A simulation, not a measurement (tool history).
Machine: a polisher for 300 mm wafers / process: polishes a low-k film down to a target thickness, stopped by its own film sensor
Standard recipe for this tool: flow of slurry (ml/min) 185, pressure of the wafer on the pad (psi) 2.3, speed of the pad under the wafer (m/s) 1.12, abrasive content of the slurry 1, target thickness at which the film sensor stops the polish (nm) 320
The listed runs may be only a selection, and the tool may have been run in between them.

run   hour  flow of slurry (ml/min)  pressure of the wafer on the pad (psi)  speed of the pad under the wafer (m/s)  abrasive content of the slurry  target thickness at which the film sensor stops the polish (nm)  incoming thickness of the incoming film, nm  time until the film sensor stopped the polish (s)
  1      0                      185                                       2                                    1.12                               1                                                              320                                        392.4                                              196.2
  2    7.3                      185                                       2                                    1.12                               1                                                              320                                        402.2                                              218.9
  3     20                      185                                     2.3                                    1.12                               1                                                              320                                        403.9                                              199.3
  4     26                      185                                     2.3                                    0.86                            1.25                                                              320                                        393.2                                              200.7
  5   40.8                      185                                     2.3                                    1.12                            0.85                                                              320                                        400.6                                              204.4
      57.8  -- slurry nozzle cleaned
      78.6  -- conditioning disc replaced and pad reconditioned
  6   80.8                      185                                     2.3                                    1.52                             1.1                                                              320                                        395.6                                              131.1
  7   88.7                      160                                       2                                    1.12                            1.15                                                              342                                        393.7                                                132
     122.3  -- slurry blender recalibrated
  8  140.5                      155                                     2.3                                    1.12                             0.8                                                              320                                        406.2                                              219.4
  9  152.6                      185                                     2.9                                    1.12                               1                                                              320                                        401.8                                              145.8
 10  163.5                      150                                     2.3                                    1.12                               1                                                              320                                        394.3                                              171.8
     169.3  -- head pressure recalibrated
 11  179.4                      160                                     2.3                                     0.8                               1                                                              297                                        392.2                                              285.8
 12  188.6                      225                                     2.3                                    1.26                               1                                                              332                                        399.3                                              135.1
 13  200.3                      185                                     2.3                                    1.12                               1                                                              320                                        403.2                                              188.6
 14  212.2                      185                                     2.3                                    1.12                               1                                                              320                                        400.7                                              187.2
     221.4  -- worn pad replaced by a new one
 15  224.3                      185                                     2.9                                    1.12                               1                                                              320                                          402                                              147.4
     227.8  -- conditioning disc replaced and pad reconditioned
 16  239.6                      185                                     2.3                                    1.12                               1                                                              312                                        398.4                                              195.1
 17    256                      240                                     2.3                                    1.12                               1                                                              320                                          395                                                164
 18  265.6                      220                                     1.5                                    1.12                             0.8                                                              309                                        405.6                                              362.2
 19  278.2                      185                                     1.6                                    0.98                               1                                                              320                                          404                                              304.4
 20  291.6                      185                                     2.3                                    1.12                             0.7                                                              302                                        396.2                                              249.2
 21  316.3                      130                                     2.3                                    1.12                               1                                                              339                                        408.6                                              168.2
 22  326.8                      160                                     2.3                                    1.12                               1                                                              320                                        400.3                                              188.3
 23    344                      185                                     2.7                                    1.12                               1                                                              320                                        396.3                                              148.7
     347.8  -- slurry blender recalibrated
 24  356.1                      185                                     2.3                                    1.12                               1                                                              320                                        396.5                                              178.3
 25  362.1                      185                                     2.3                                    0.86                            1.25                                                              320                                        400.5                                                210
     371.8  -- conditioning disc replaced and pad reconditioned
 26    379                      210                                     1.7                                    0.72                               1                                                              320                                        403.3                                              357.6
 27  395.5                      185                                     2.7                                    1.12                               1                                                              333                                        400.3                                              132.2

Forecast each of these 3 alternatives for the next run:
  A   396                      185                                     2.3                                    1.12                               1                                                              320                                        402.9                                                  ?
  B   396                      185                                     2.3                                    1.46                             0.9                                                              348                                        402.9                                                  ?
  C   396                      185                                     2.3                                    1.12                            1.15                                                              320                                        402.9                                                  ?

run  time until the film sensor stopped the polish (s)
  A                                              193.7
  B                                              108.1
  C                                              183.8
The same runs, with their run-to-run variation unchanged, on a tool lacking any hidden condition would have given:
run  time until the film sensor stopped the polish (s)
  A                                              189.6
  B                                              105.8
  C                                              179.8
